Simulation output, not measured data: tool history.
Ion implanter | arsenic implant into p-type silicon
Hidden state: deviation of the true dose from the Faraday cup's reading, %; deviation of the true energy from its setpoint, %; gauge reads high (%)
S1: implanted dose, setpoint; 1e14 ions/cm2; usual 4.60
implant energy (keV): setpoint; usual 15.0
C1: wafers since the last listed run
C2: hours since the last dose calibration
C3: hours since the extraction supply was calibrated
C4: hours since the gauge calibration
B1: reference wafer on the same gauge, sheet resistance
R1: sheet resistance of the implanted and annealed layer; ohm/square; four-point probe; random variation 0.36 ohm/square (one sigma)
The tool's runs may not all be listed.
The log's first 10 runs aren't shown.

{"run": 11, "hour": 257.0, "S1": 3.54, "implant energy (keV)": 16.5, "C1": 338, "C2": 1980.3, "C3": 4058.8, "C4": 675.4, "B1": 206.86, "R1": 295.01}
{"run": 12, "hour": 271.1, "S1": 3.54, "implant energy (keV)": 16.5, "C1": 153, "C2": 1994.4, "C3": 4072.9, "C4": 689.5, "B1": 207.12, "R1": 295.06}
{"run": 13, "hour": 285.2, "S1": 4.6, "implant energy (keV)": 15.0, "C1": 153, "C2": 2008.5, "C3": 4087.0, "C4": 703.6, "B1": 206.96, "R1": 247.72}
{"run": 14, "hour": 310.2, "S1": 3.24, "implant energy (keV)": 10.0, "C1": 271, "C2": 2033.5, "C3": 4112.0, "C4": 728.6, "B1": 206.9, "R1": 335.54}
{"run": 15, "hour": 322.7, "S1": 4.6, "implant energy (keV)": 15.0, "C1": 135, "C2": 2046.0, "C3": 4124.5, "C4": 741.1, "B1": 207.0, "R1": 248.25}
{"run": 16, "hour": 356.6, "S1": 5.74, "implant energy (keV)": 13.5, "C1": 367, "C2": 2079.9, "C3": 4158.4, "C4": 775.0, "B1": 207.0, "R1": 217.59}
{"run": 17, "hour": 369.8, "S1": 4.6, "implant energy (keV)": 15.0, "C1": 143, "C2": 2093.1, "C3": 4171.6, "C4": 788.2, "B1": 207.02, "R1": 247.64}
{"run": 18, "hour": 403.6, "S1": 5.33, "implant energy (keV)": 11.0, "C1": 366, "C2": 2126.9, "C3": 4205.4, "C4": 822.0, "B1": 207.03, "R1": 234.67}
{"run": 19, "hour": 435.2, "S1": 3.89, "implant energy (keV)": 17.0, "C1": 342, "C2": 2158.5, "C3": 4237.0, "C4": 853.6, "B1": 206.99, "R1": 275.09}
{"run": 20, "hour": 452.0, "S1": 4.6, "implant energy (keV)": 15.0, "C1": 182, "C2": 2175.3, "C3": 4253.8, "C4": 870.4, "B1": 207.03, "R1": 247.59}
{"hour": 480.3, "done": "extraction supply calibrated"}
{"run": 21, "hour": 527.9, "S1": 4.6, "implant energy (keV)": 13.0, "C1": 736, "C2": 2251.2, "C3": 47.6, "C4": 946.3, "B1": 207.04, "R1": 252.34}
{"run": 22, "hour": 546.0, "S1": 4.6, "implant energy (keV)": 15.0, "C1": 196, "C2": 2269.3, "C3": 65.7, "C4": 964.4, "B1": 207.1, "R1": 247.81}
{"run": 23, "hour": 605.1, "S1": 3.54, "implant energy (keV)": 16.5, "C1": 641, "C2": 2328.4, "C3": 124.8, "C4": 1023.5, "B1": 207.05, "R1": 295.56}
{"hour": 624.9, "done": "Faraday cup replaced and dose calibrated"}
{"run": 24, "hour": 625.4, "S1": 4.6, "implant energy (keV)": 13.5, "C1": 133, "C2": 0.5, "C3": 145.1, "C4": 1043.8, "B1": 206.88, "R1": 244.93}
{"run": 25, "hour": 641.5, "S1": 3.61, "implant energy (keV)": 20.0, "C1": 174, "C2": 16.6, "C3": 161.2, "C4": 1059.9, "B1": 206.87, "R1": 275.75}
{"hour": 674.0, "done": "gauge calibrated"}
{"run": 26, "hour": 676.8, "S1": 5.44, "implant energy (keV)": 15.0, "C1": 383, "C2": 51.9, "C3": 196.5, "C4": 2.8, "B1": 206.98, "R1": 216.19}
{"run": 27, "hour": 703.0, "S1": 5.6, "implant energy (keV)": 16.5, "C1": 284, "C2": 78.1, "C3": 222.7, "C4": 29.0, "B1": 206.92, "R1": 209.48}

The next listed run, before its measurement:
{"run": 28, "hour": 716.1, "S1": 4.6, "implant energy (keV)": 15.0, "C1": 142, "C2": 91.2, "C3": 235.8, "C4": 42.1, "B1": "?", "R1": "?"}

{"run 28": {"B1": 207.08, "R1": 241.53}}
Without the tool's hidden state the same run would have given R1 240.89 ohm/square.

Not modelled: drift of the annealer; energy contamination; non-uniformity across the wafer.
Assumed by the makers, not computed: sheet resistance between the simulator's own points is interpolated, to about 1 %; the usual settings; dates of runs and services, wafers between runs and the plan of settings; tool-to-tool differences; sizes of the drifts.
